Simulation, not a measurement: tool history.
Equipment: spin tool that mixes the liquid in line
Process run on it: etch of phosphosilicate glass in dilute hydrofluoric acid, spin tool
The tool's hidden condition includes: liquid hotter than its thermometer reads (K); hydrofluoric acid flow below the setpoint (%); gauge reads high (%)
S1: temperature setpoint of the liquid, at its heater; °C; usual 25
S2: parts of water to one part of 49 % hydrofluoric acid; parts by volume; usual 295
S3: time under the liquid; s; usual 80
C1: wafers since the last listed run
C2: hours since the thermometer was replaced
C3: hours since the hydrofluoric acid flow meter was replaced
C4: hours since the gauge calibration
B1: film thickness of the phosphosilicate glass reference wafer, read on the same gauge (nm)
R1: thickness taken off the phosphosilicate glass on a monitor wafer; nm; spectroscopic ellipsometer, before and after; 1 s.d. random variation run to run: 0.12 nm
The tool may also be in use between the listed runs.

| run | hour | S1 | S2 | S3 | C1 | C2 | C3 | C4 | B1 | R1 |
|---|---|---|---|---|---|---|---|---|---|---|
| 1 | 0 | 25 | 295 | 80 | 0 | 378.4 | 274.9 | 794.1 | 100.01 | 36.5 |
| 2 | 83.6 | 25 | 295 | 80 | 590 | 462 | 358.5 | 877.7 | 99.96 | 36.55 |
| 3 | 128.2 | 25 | 295 | 80 | 315 | 506.6 | 403.1 | 922.3 | 100 | 36.56 |
| 4 | 209.4 | 25 | 295 | 80 | 573 | 587.8 | 484.3 | 1003.5 | 100.01 | 36.34 |
| 5 | 294.3 | 25 | 295 | 100 | 599 | 672.7 | 569.2 | 1088.4 | 100.01 | 45.06 |
| 6 | 398.1 | 25 | 295 | 100 | 733 | 776.5 | 673 | 1192.2 | 100.01 | 44.9 |
| 7 | 441 | 25 | 295 | 100 | 303 | 819.4 | 715.9 | 1235.1 | 100.01 | 44.84 |
|  | 450.6 | gauge calibrated |
| 8 | 506.4 | 25 | 295 | 80 | 462 | 884.8 | 781.3 | 55.8 | 100.01 | 35.7 |
| 9 | 582.2 | 25 | 295 | 80 | 535 | 960.6 | 857.1 | 131.6 | 100.02 | 35.46 |
| 10 | 677.8 | 25 | 295 | 80 | 675 | 1056.2 | 952.7 | 227.2 | 100.01 | 35.65 |
|  | 684.1 | hydrofluoric acid flow meter replaced |
| 11 | 736.8 | 25 | 295 | 80 | 409 | 1115.2 | 52.7 | 286.2 | 100.01 | 37.17 |
| 12 | 805.1 | 25 | 295 | 105 | 482 | 1183.5 | 121 | 354.5 | 99.98 | 48.5 |
| 13 | 893.1 | 22 | 295 | 80 | 621 | 1271.5 | 209 | 442.5 | 100.01 | 33.22 |
| 14 | 938.2 | 25 | 295 | 80 | 318 | 1316.6 | 254.1 | 487.6 | 99.99 | 36.46 |
| 15 | 974.3 | 25 | 355 | 45 | 255 | 1352.7 | 290.2 | 523.7 | 100.02 | 15.99 |
| 16 | 1020.8 | 29 | 295 | 80 | 328 | 1399.2 | 336.7 | 570.2 | 100.02 | 41.56 |
|  | 1083.5 | thermometer replaced |
| 17 | 1099 | 25 | 295 | 80 | 545 | 15.5 | 414.9 | 648.4 | 100 | 36.32 |
| 18 | 1165.6 | 25 | 295 | 125 | 470 | 82.1 | 481.5 | 715 | 99.98 | 56.99 |
| 19 | 1250 | 25 | 380 | 50 | 596 | 166.5 | 565.9 | 799.4 | 99.98 | 16.13 |
| 20 | 1316.7 | 25 | 195 | 60 | 471 | 233.2 | 632.6 | 866.1 | 100 | 45.56 |
| 21 | 1378.9 | 29 | 370 | 35 | 439 | 295.4 | 694.8 | 928.3 | 100.02 | 13.22 |
| 22 | 1480.5 | 25 | 295 | 80 | 717 | 397 | 796.4 | 1029.9 | 100.02 | 35.89 |
|  | 1517.2 | hydrofluoric acid flow meter replaced |
| 23 | 1529.3 | 21 | 225 | 65 | 337 | 445.8 | 12.1 | 1078.7 | 100 | 36.71 |
| 24 | 1623.3 | 25 | 250 | 80 | 664 | 539.8 | 106.1 | 1172.7 | 100.03 | 45.82 |
| 25 | 1690.5 | 26.5 | 165 | 80 | 474 | 607 | 173.3 | 1239.9 | 99.98 | 79.89 |
|  | 1764.3 | gauge calibrated |
| 26 | 1787.6 | 25 | 200 | 115 | 685 | 704.1 | 270.4 | 23.3 | 100.02 | 85.7 |
| 27 | 1882.1 | 20 | 225 | 80 | 667 | 798.6 | 364.9 | 117.8 | 99.99 | 42.47 |
| 28 | 1932.1 | 27 | 295 | 50 | 353 | 848.6 | 414.9 | 167.8 | 100.01 | 24.29 |
| 29 | 2016.8 | 29 | 295 | 80 | 598 | 933.3 | 499.6 | 252.5 | 99.99 | 41.34 |
| 30 | 2189.3 | 25 | 295 | 80 | 1218 | 1105.8 | 672.1 | 425 | 99.99 | 36.05 |
| 31 | 2375.4 | 25 | 345 | 80 | 1314 | 1291.9 | 858.2 | 611.1 | 99.97 | 28.94 |
| 32 | 2415 | 20.5 | 295 | 110 | 279 | 1331.5 | 897.8 | 650.7 | 100.01 | 41.69 |

For each run, the measured value with the value that run would have given without the tool's hidden condition subtracted. The run-to-run variation is shared by both, the gauge scatter possibly not:
| run | R1 |
|---|---|
| 1 | -0.52 |
| 2 | -0.66 |
| 3 | -0.73 |
| 4 | -0.86 |
| 5 | -1.24 |
| 6 | -1.44 |
| 7 | -1.53 |
| 8 | -1.32 |
| 9 | -1.44 |
| 10 | -1.6 |
| 11 | -0.15 |
| 12 | -0.34 |
| 13 | -0.35 |
| 14 | -0.47 |
| 15 | -0.24 |
| 16 | -0.7 |
| 17 | -0.73 |
| 18 | -1.31 |
| 19 | -0.45 |
| 20 | -1.27 |
| 21 | -0.45 |
| 22 | -1.34 |
| 23 | -0.08 |
| 24 | -0.29 |
| 25 | -0.68 |
| 26 | -1.09 |
| 27 | -0.7 |
| 28 | -0.49 |
| 29 | -0.99 |
| 30 | -1.13 |
| 31 | -1.19 |
| 32 | -1.7 |

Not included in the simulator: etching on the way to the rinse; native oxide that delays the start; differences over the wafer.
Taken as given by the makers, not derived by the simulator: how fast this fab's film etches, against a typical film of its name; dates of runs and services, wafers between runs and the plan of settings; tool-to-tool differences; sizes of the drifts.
